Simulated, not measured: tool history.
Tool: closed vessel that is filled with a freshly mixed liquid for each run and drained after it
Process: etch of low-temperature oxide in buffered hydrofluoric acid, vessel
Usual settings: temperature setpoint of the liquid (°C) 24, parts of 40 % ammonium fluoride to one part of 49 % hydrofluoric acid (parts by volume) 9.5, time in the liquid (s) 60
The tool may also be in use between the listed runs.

run	hour	temperature setpoint of the liquid (°C)	parts of 40 % ammonium fluoride to one part of 49 % hydrofluoric acid (parts by volume)	time in the liquid (s)	read-back film thickness of the low-temperature oxide reference wafer, read on the same gauge (nm)	thickness taken off the low-temperature oxide on a monitor wafer (Å)
1	0	24	9.5	60	39.37	2925.3
2	86	24	9.5	60	39.27	2926.9
3	149.5	24	9.5	60	39.24	2967.1
4	227.6	24	9.5	60	39.13	2915.2
5	298.8	24	7.5	85	39.07	5216.7
6	365.5	24	7.5	85	39.01	5288.9
7	427.4	24	7.5	85	38.96	5173.5
# hour 458.1: thermometer replaced
8	545.8	25.5	9.5	40	38.84	2099.6
9	635.9	25.5	9.5	40	38.74	2070.1
10	738.3	24	7.5	60	38.63	3725.9
11	776.4	24	7.5	60	38.6	3624.4
12	835.1	24	9.5	60	38.57	2876.6
13	919.3	24	9.5	60	38.45	2867.6
# hour 983.7: thermometer replaced
14	999	27	7	75	38.39	5732.7
15	1095.4	24	9.5	60	38.29	2839.2
# hour 1242.7: hydrofluoric acid flow meter replaced
16	1296.2	24	9.5	60	38.11	2905.1
17	1395.8	24	12.5	30	38.02	1103.4
18	1501.5	24	7.5	85	37.9	5062.3
19	1592.1	28	12	60	37.79	2868.9
# hour 1631.9: thermometer replaced
# hour 1699.7: gauge calibrated
20	1899.7	26	5.5	40	39.83	3734.1
21	1996.4	24	8.5	85	39.72	4683.8
22	2034.6	29	8	85	39.69	6404
23	2082.3	24	7.5	85	39.64	5315.8
24	2124.8	21	13	80	39.6	2478.5
# hour 2147.3: thermometer replaced
25	2217.8	28.5	7.5	85	39.5	6631.1
26	2294.5	20	8	45	39.41	2077

Forecast each of these 4 alternatives for the next run:
A	2295.2	22.5	9.5	60	?	?
B	2295.2	29	9.5	60	?	?
C	2295.2	21.5	9.5	60	?	?
D	2295.2	28	7	35	?	?

run	read-back film thickness of the low-temperature oxide reference wafer, read on the same gauge (nm)	thickness taken off the low-temperature oxide on a monitor wafer (Å)
A	39.42	2722.1
B	39.42	3864
C	39.42	2575.8
D	39.42	2902.2
Without the tool's hidden state the same runs would have given:
run	thickness taken off the low-temperature oxide on a monitor wafer (Å)
A	2761.8
B	3920.3
C	2613.3
D	2944.5

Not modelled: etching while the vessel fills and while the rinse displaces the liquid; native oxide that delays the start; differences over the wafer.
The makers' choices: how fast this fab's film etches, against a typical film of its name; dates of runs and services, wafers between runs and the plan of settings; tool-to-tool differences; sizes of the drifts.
